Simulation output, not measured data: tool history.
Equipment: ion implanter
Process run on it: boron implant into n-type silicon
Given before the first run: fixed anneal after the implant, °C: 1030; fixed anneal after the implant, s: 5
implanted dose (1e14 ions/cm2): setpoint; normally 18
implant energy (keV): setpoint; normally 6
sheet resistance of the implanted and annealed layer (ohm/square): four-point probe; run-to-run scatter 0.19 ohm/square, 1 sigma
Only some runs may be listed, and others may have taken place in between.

| run | hour | implanted dose (1e14 ions/cm2) | implant energy (keV) | wafers since the last listed run | hours since the last dose calibration | hours since the extraction supply was calibrated | hours since the gauge calibration | read-back reference wafer on the same gauge, sheet resistance | sheet resistance of the implanted and annealed layer (ohm/square) |
|---|---|---|---|---|---|---|---|---|---|
| 1 | 0 | 18 | 6 | 0 | 75.5 | 5085.2 | 603.9 | 128.06 | 132.24 |
| 2 | 38.3 | 18 | 6 | 1078 | 113.8 | 5123.5 | 642.2 | 128.1 | 132.09 |
| 3 | 127 | 18 | 6 | 2497 | 202.5 | 5212.2 | 730.9 | 128.02 | 132.11 |
| 4 | 177.7 | 18 | 6 | 1427 | 253.2 | 5262.9 | 781.6 | 127.97 | 132.79 |
| 5 | 254.3 | 18 | 6 | 2156 | 329.8 | 5339.5 | 858.2 | 128.02 | 132.52 |
| 6 | 330 | 18 | 6 | 2131 | 405.5 | 5415.2 | 933.9 | 128.03 | 132.85 |
| 7 | 425.8 | 20.86 | 7.5 | 2696 | 501.3 | 5511 | 1029.7 | 128.02 | 115.51 |
| 8 | 506.5 | 20.86 | 7.5 | 2271 | 582 | 5591.7 | 1110.4 | 128.07 | 115.93 |
| 9 | 585.1 | 18 | 7.5 | 2212 | 660.6 | 5670.3 | 1189 | 127.87 | 119.14 |
| 10 | 691.2 | 18 | 7.5 | 2986 | 766.7 | 5776.4 | 1295.1 | 127.91 | 118.96 |
|  | 723.1 | extraction supply calibrated |
|  | 748.8 | Faraday cup replaced and dose calibrated |
| 11 | 772.2 | 18 | 6 | 1829 | 23.4 | 49.1 | 1376.1 | 127.94 | 129.13 |
| 12 | 811.7 | 18 | 6 | 1111 | 62.9 | 88.6 | 1415.6 | 127.99 | 129.3 |
| 13 | 861.2 | 18 | 6 | 1393 | 112.4 | 138.1 | 1465.1 | 128.06 | 129.22 |
| 14 | 1044 | 19.75 | 6 | 5146 | 295.2 | 320.9 | 1647.9 | 128.03 | 128.01 |
|  | 1189 | gauge calibrated |
| 15 | 1192.8 | 18 | 7 | 4188 | 444 | 469.7 | 3.8 | 127.88 | 120.18 |
| 16 | 1237.1 | 18 | 6 | 1247 | 488.3 | 514 | 48.1 | 128.02 | 129.34 |
| 17 | 1289.5 | 23.01 | 4.5 | 1475 | 540.7 | 566.4 | 100.5 | 128 | 145.18 |

The next listed run, before its measurement:
| 18 | 1369.7 | 21.41 | 4.5 | 2257 | 620.9 | 646.6 | 180.7 | ? | ? |

read-back reference wafer on the same gauge, sheet resistance: 127.96
sheet resistance of the implanted and annealed layer (ohm/square): 147.02
Take away the tool's hidden state, keep the run-to-run variation as it was, and the same run would have given sheet resistance of the implanted and annealed layer (ohm/square) 146.54.
